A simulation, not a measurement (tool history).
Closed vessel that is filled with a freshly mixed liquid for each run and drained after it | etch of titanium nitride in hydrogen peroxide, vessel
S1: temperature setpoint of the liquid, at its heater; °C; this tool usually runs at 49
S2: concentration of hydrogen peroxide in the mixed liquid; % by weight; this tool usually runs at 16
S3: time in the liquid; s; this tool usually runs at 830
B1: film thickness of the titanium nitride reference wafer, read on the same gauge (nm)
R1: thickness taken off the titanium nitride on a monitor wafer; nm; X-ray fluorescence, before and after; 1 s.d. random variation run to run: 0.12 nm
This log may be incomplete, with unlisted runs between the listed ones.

Run 1, hour 0: usual settings but S3 660 s; B1 119.99. Result: R1 15.07 nm.
Run 2, hour 30.8: usual settings; B1 120.03. Result: R1 19.14 nm.
Run 3, hour 60.3: usual settings; B1 119.99. Result: R1 19.3 nm.
Run 4, hour 87.9: usual settings; B1 120. Result: R1 19.01 nm.
Run 5, hour 121.9: usual settings; B1 119.97. Result: R1 19.05 nm.
Run 6, hour 148.1: usual settings but S2 19 % by weight; B1 120.01. Result: R1 19.92 nm.
Run 7, hour 163.7: usual settings but S2 19 % by weight; B1 119.96. Result: R1 19.88 nm.
Run 8, hour 196.6: usual settings but S1 52 °C, S3 1280 s; B1 119.96. Result: R1 36.68 nm.
At hour 199.3: gauge calibrated.
At hour 200.3: new drum of peroxide connected.
Run 9, hour 219.9: usual settings; B1 120. Result: R1 18.97 nm.
At hour 238.8: peroxide flow meter replaced.
At hour 244.2: thermometer replaced.
Run 10, hour 255.4: usual settings but S1 42 °C, S3 1270 s; B1 120.01. Result: R1 17.32 nm.

Estimate the outcome of run 11 from the log above:
Run 11, hour 284.1: usual settings but S2 18.5 % by weight; B1 ?. Result: R1 ?.

B1: 119.97
R1: 19.75 nm
On a tool with no hidden condition, and with the same random variation, this run would have come out at R1 19.75 nm.

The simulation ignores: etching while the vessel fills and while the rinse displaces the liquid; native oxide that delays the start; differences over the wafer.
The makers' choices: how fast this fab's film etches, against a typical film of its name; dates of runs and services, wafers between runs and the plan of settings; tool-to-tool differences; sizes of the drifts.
